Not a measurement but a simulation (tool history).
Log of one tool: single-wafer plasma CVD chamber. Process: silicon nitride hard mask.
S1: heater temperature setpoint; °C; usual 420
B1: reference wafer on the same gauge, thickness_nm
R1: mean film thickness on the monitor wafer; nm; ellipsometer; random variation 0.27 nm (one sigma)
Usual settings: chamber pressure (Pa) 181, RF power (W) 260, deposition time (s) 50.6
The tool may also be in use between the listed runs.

run 1 hour=0 | S1=420 chamber_pressure_(Pa)=147 RF_power_(W)=280 deposition_time_(s)=50.6 | B1=58.31 | R1=49.317
run 2 hour=68.5 | S1=420 chamber_pressure_(Pa)=147 RF_power_(W)=280 deposition_time_(s)=50.6 | B1=58.152 | R1=50.173
-- hour=103.4 gauge calibrated
run 3 hour=109.4 | S1=420 chamber_pressure_(Pa)=147 RF_power_(W)=280 deposition_time_(s)=50.6 | B1=59.625 | R1=51.433
run 4 hour=320.7 | S1=430 chamber_pressure_(Pa)=181 RF_power_(W)=260 deposition_time_(s)=50.6 | B1=58.616 | R1=51.658
run 5 hour=353.9 | S1=430 chamber_pressure_(Pa)=181 RF_power_(W)=260 deposition_time_(s)=50.6 | B1=58.65 | R1=51.299
run 6 hour=415.5 | S1=430 chamber_pressure_(Pa)=181 RF_power_(W)=260 deposition_time_(s)=50.6 | B1=58.597 | R1=51.509
run 7 hour=440.2 | S1=420 chamber_pressure_(Pa)=181 RF_power_(W)=260 deposition_time_(s)=50.6 | B1=58.568 | R1=51.619
run 8 hour=483.5 | S1=420 chamber_pressure_(Pa)=181 RF_power_(W)=260 deposition_time_(s)=50.6 | B1=58.573 | R1=50.918
-- hour=558.2 showerhead replaced
run 9 hour=558.7 | S1=420 chamber_pressure_(Pa)=181 RF_power_(W)=260 deposition_time_(s)=50.6 | B1=58.347 | R1=51.233
-- hour=576 capacitance manometer re-zeroed and calibrated
run 10 hour=586.4 | S1=420 chamber_pressure_(Pa)=181 RF_power_(W)=260 deposition_time_(s)=50.6 | B1=58.315 | R1=51.062
run 11 hour=612.4 | S1=420 chamber_pressure_(Pa)=181 RF_power_(W)=260 deposition_time_(s)=50.6 | B1=58.38 | R1=51.763
-- hour=727.5 gauge calibrated
run 12 hour=733.1 | S1=420 chamber_pressure_(Pa)=157 RF_power_(W)=215 deposition_time_(s)=45.4 | B1=59.913 | R1=41.083
run 13 hour=784.2 | S1=420 chamber_pressure_(Pa)=181 RF_power_(W)=260 deposition_time_(s)=50.6 | B1=59.53 | R1=52.512
-- hour=805 thermocouple changed; heater temperature recalibrated
run 14 hour=838.7 | S1=434 chamber_pressure_(Pa)=181 RF_power_(W)=260 deposition_time_(s)=50.6 | B1=59.15 | R1=51.899
run 15 hour=893.9 | S1=420 chamber_pressure_(Pa)=225 RF_power_(W)=260 deposition_time_(s)=55.1 | B1=58.951 | R1=60.694
-- hour=932.7 RF generator calibrated
run 16 hour=933.2 | S1=434 chamber_pressure_(Pa)=181 RF_power_(W)=225 deposition_time_(s)=42 | B1=58.808 | R1=39.239
run 17 hour=958.7 | S1=428 chamber_pressure_(Pa)=224 RF_power_(W)=260 deposition_time_(s)=50.6 | B1=58.846 | R1=55.713
run 18 hour=1117.1 | S1=424 chamber_pressure_(Pa)=217 RF_power_(W)=260 deposition_time_(s)=46.5 | B1=58.449 | R1=50.064
run 19 hour=1179.8 | S1=427 chamber_pressure_(Pa)=181 RF_power_(W)=260 deposition_time_(s)=50.6 | B1=58.638 | R1=50.993

3 ways to go on from here, each from the tool as it stands after run 19. What would each give?
run A hour=1180.2 | S1=420 chamber_pressure_(Pa)=181 RF_power_(W)=260 deposition_time_(s)=50.6 | B1=? | R1=?
run B hour=1180.2 | S1=428 chamber_pressure_(Pa)=196 RF_power_(W)=300 deposition_time_(s)=56.5 | B1=? | R1=?
run C hour=1180.2 | S1=420 chamber_pressure_(Pa)=181 RF_power_(W)=260 deposition_time_(s)=45.7 | B1=? | R1=?

run=A B1=58.706 R1=51.556
run=B B1=58.706 R1=63.349
run=C B1=58.706 R1=46.573
Without the tool's hidden state the same runs would have given:
run=A R1=52.471
run=B R1=64.472
run=C R1=47.399
